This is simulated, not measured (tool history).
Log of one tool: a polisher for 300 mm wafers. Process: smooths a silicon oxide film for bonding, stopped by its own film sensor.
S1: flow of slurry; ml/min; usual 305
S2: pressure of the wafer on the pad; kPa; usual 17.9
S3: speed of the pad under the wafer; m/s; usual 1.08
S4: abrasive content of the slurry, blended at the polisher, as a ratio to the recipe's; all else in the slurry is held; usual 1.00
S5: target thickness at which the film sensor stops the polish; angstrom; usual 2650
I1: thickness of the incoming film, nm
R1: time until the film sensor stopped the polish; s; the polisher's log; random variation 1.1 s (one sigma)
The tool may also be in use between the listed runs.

run,hour,S1,S2,S3,S4,S5,I1,R1
1,0.0,305,17.9,1.30,1.00,2650,318.8,48.1
2,91.7,305,17.9,1.30,1.00,2650,319.4,51.5
# hour 129.1: slurry blender recalibrated
# hour 145.5: worn pad replaced by a new one
3,185.5,305,17.9,1.30,1.00,2650,319.5,48.7
4,272.7,305,17.9,1.08,1.00,2650,316.1,52.1
5,350.6,305,17.9,1.08,1.00,2650,318.9,55.4
6,454.0,305,17.9,1.08,1.00,2650,314.7,52.0
# hour 490.1: slurry nozzle cleaned
7,493.2,305,17.9,1.08,1.00,2650,319.2,55.7
# hour 539.8: slurry blender recalibrated
8,540.5,305,17.9,1.08,1.00,2650,324.6,61.4
# hour 564.9: worn pad replaced by a new one
9,624.7,305,17.9,1.00,1.00,2650,327.1,64.4
10,724.5,305,17.9,1.08,1.00,2650,319.0,53.4
11,813.4,305,17.9,1.08,1.00,2650,318.1,53.1
# hour 927.2: head pressure recalibrated
# hour 929.9: slurry blender recalibrated
# hour 1007.0: slurry nozzle cleaned
# hour 1044.4: worn pad replaced by a new one
12,1050.0,305,17.9,1.08,1.00,2650,319.9,51.1
13,1087.5,305,17.9,1.08,0.80,2650,323.4,61.5
14,1164.4,305,17.9,1.08,0.75,2650,321.0,59.3
15,1209.0,305,17.9,1.18,1.00,2720,314.7,37.2
# hour 1224.9: head pressure recalibrated, repeated, since the last time left the tool worse
16,1305.1,205,12.4,1.44,1.00,2500,321.8,89.0
17,1383.2,305,17.9,1.08,1.00,2650,321.5,59.3
# hour 1399.2: slurry blender recalibrated
18,1461.9,305,17.9,1.18,1.00,2720,316.5,43.7
# hour 1499.4: worn pad replaced by a new one
19,1534.0,305,21.4,0.76,1.00,2650,315.4,54.1
# hour 1574.9: slurry nozzle cleaned
20,1628.0,305,20.7,1.08,1.00,2510,318.4,58.8
21,1709.1,305,22.1,1.08,1.00,2770,312.6,31.0
22,1779.0,305,17.9,1.08,1.00,2650,313.3,49.5
# hour 1814.6: slurry blender recalibrated
23,1873.6,305,17.9,1.08,0.90,2650,318.6,59.3
24,1917.5,220,22.1,1.08,0.75,2650,318.5,54.4
# hour 1953.2: worn pad replaced by a new one
25,2024.3,375,17.9,1.08,1.00,2650,317.7,51.8
# hour 2050.0: slurry nozzle cleaned
26,2131.3,305,17.9,0.72,0.75,2650,322.1,84.2

5 ways to go on from here, each from the tool as it stands after run 26. What would each give?
A,2131.7,305,17.9,1.40,1.00,2650,314.1,?
B,2131.7,245,17.9,1.08,1.00,2650,314.1,?
C,2131.7,305,17.9,1.08,1.00,2800,314.1,?
D,2131.7,395,11.7,1.08,1.00,2650,314.1,?
E,2131.7,390,20.7,1.08,1.25,2650,314.1,?

run,R1
A,41.5
B,50.2
C,34.1
D,66.6
E,38.9
Without the tool's hidden state the same runs would have given:
run,R1
A,43.8
B,52.9
C,35.9
D,70.2
E,41.0
